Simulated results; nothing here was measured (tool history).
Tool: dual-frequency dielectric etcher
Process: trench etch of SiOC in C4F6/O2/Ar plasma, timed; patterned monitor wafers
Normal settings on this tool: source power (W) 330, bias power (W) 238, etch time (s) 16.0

run,hour,source power (W),bias power (W),etch time (s),"read-back reference wafer on the same gauge, depth_nm",mean etch depth across the wafer (nm)
1,0.0,370,238,16.0,43.02,38.29
2,45.7,280,238,16.0,42.92,34.09
3,131.6,330,238,16.0,43.07,35.89
4,169.3,330,212,16.0,43.14,33.99
5,222.9,330,212,16.0,42.94,34.23
6,309.8,330,212,16.0,43.10,34.21
# hour 435.0: wet clean of the chamber
7,435.5,330,238,14.5,43.20,32.90
8,523.7,330,238,16.0,43.08,36.24
9,619.9,330,238,16.0,42.91,36.33
10,699.8,330,238,16.0,43.02,35.85
11,772.4,330,238,16.0,42.94,36.26
# hour 861.0: upper electrode replaced
# hour 868.9: wet clean of the chamber
12,869.4,330,238,16.0,42.97,36.59
13,924.8,360,219,18.5,43.01,41.55
14,975.4,370,287,18.0,42.96,46.42
# hour 996.6: source power generator calibrated
15,1011.4,330,238,16.0,43.12,36.41
16,1096.8,400,238,13.0,43.00,31.40
17,1143.9,390,200,16.0,43.08,35.65
18,1219.9,330,192,16.0,42.97,32.09
19,1310.5,330,238,16.0,42.98,36.12
# hour 1381.5: wet clean of the chamber
20,1391.4,330,238,16.0,43.09,36.14
21,1441.7,330,215,17.5,43.10,37.80
# hour 1481.6: bias power generator calibrated
22,1537.0,360,185,18.5,42.95,38.50
23,1626.2,330,197,16.0,43.03,33.08
# hour 1682.1: gauge calibrated
24,1699.6,330,238,14.0,42.85,31.63
25,1799.6,390,288,18.0,42.97,47.27
# hour 1881.5: wet clean of the chamber
26,1882.0,330,264,16.0,43.02,38.11
27,1953.4,400,263,13.0,43.09,32.99
28,2025.4,330,238,16.0,43.06,36.15
29,2115.8,330,272,17.5,43.07,42.01
30,2194.3,410,238,11.5,43.01,28.00

Branching from run 30: 3 alternative next runs. What would each branch give?
A,2194.7,330,206,16.0,?,?
B,2194.7,330,270,16.0,?,?
C,2194.7,330,262,16.0,?,?

run,"read-back reference wafer on the same gauge, depth_nm",mean etch depth across the wafer (nm)
A,42.96,33.76
B,42.96,38.47
C,42.96,37.92
With the hidden condition removed and each run's random variation left untouched, the same runs would have given:
run,mean etch depth across the wafer (nm)
A,33.76
B,38.47
C,37.92

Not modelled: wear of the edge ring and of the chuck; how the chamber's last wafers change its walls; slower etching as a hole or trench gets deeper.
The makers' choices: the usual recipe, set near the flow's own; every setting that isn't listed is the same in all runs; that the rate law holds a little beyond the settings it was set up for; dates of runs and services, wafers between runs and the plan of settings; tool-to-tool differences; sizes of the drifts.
